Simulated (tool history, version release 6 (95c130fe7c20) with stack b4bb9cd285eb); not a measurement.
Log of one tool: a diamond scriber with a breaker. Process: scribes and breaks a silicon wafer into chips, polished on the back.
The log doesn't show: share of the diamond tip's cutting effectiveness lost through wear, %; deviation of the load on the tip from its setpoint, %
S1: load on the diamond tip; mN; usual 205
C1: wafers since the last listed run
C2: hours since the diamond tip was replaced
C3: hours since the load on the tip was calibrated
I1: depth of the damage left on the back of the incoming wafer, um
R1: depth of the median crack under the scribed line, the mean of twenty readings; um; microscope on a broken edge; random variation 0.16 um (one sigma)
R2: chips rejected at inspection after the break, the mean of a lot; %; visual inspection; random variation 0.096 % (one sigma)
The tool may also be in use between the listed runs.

run,day,S1,C1,C2,C3,I1,R1,R2
1,0.000,205,0,140.8,216.0,0.01,9.50,1.80
2,3.050,205,298,214.0,289.2,0.03,9.48,1.77
3,6.933,205,379,307.2,382.4,0.02,9.23,1.50
4,9.496,205,250,368.7,443.9,0.04,9.53,1.68
5,12.142,205,258,432.2,507.4,0.05,9.40,1.52
# day 18.183: diamond tip replaced by a new one
6,24.092,205,1160,141.8,794.2,0.02,9.49,1.76
7,26.725,231,257,205.0,857.4,0.04,10.25,2.82
8,29.362,205,257,268.3,920.7,0.04,9.55,1.52
9,41.362,205,1173,556.3,1208.7,0.04,9.70,1.66
10,45.483,247,403,655.2,1307.6,0.02,10.17,4.30
# day 48.396: diamond tip replaced by a new one
# day 48.529: load on the tip recalibrated
11,49.704,205,396,31.4,28.2,0.03,9.29,1.78
12,53.329,205,354,118.4,115.2,0.04,9.28,1.68
13,55.458,205,208,169.5,166.3,0.02,9.10,1.74
14,59.529,205,398,267.2,264.0,0.04,9.45,1.60
15,62.538,205,294,339.4,336.2,0.01,9.45,1.65
16,66.588,205,396,436.6,433.4,0.04,9.45,1.82
17,69.408,205,275,504.3,501.1,0.03,9.42,1.67
18,72.433,241,295,576.9,573.7,0.01,10.21,3.74
# day 73.762: diamond tip replaced by a new one
19,74.708,159,214,22.7,628.3,0.04,8.39,6.06
20,77.854,261,307,98.2,703.8,0.02,10.79,5.94
21,81.258,239,332,179.9,785.5,0.04,10.20,3.37
22,83.033,205,173,222.5,828.1,0.02,9.42,1.58
23,86.150,160,304,297.3,902.9,0.04,8.52,6.11
24,88.867,205,265,362.5,968.1,0.05,9.41,1.81
25,97.588,205,852,571.8,1177.4,0.04,9.41,1.80
# day 98.829: diamond tip replaced by a new one
26,101.217,242,346,57.3,1264.5,0.05,10.19,3.30
# day 101.362: load on the tip recalibrated
27,103.954,170,259,123.0,62.2,0.05,8.81,4.10
28,108.050,168,400,221.3,160.5,0.03,8.52,4.52
29,112.271,157,412,322.6,261.8,0.01,8.30,5.85
30,116.250,162,389,418.1,357.3,0.05,8.20,5.42
31,120.717,250,436,525.3,464.5,0.04,10.16,4.21
32,124.975,174,416,627.5,566.7,0.05,8.77,3.35
33,128.438,205,338,710.6,649.8,0.02,9.43,1.70
# day 128.904: diamond tip replaced by a new one
34,132.683,229,407,90.7,751.7,0.04,9.76,2.60

Hidden state at the last listed run before each entry between runs and at the first one after, where it differs:
Between runs 5 and 6: diamond tip replaced by a new one (day 18.183)
  no hidden state differs between the two runs
Between runs 10 and 11: diamond tip replaced by a new one (day 48.396); load on the tip recalibrated (day 48.529)
  no hidden state differs between the two runs
Between runs 18 and 19: diamond tip replaced by a new one (day 73.762)
  no hidden state differs between the two runs
Between runs 25 and 26: diamond tip replaced by a new one (day 98.829)
  no hidden state differs between the two runs
Between runs 26 and 27: load on the tip recalibrated (day 101.362)
  no hidden state differs between the two runs
Between runs 33 and 34: diamond tip replaced by a new one (day 128.904)
  no hidden state differs between the two runs
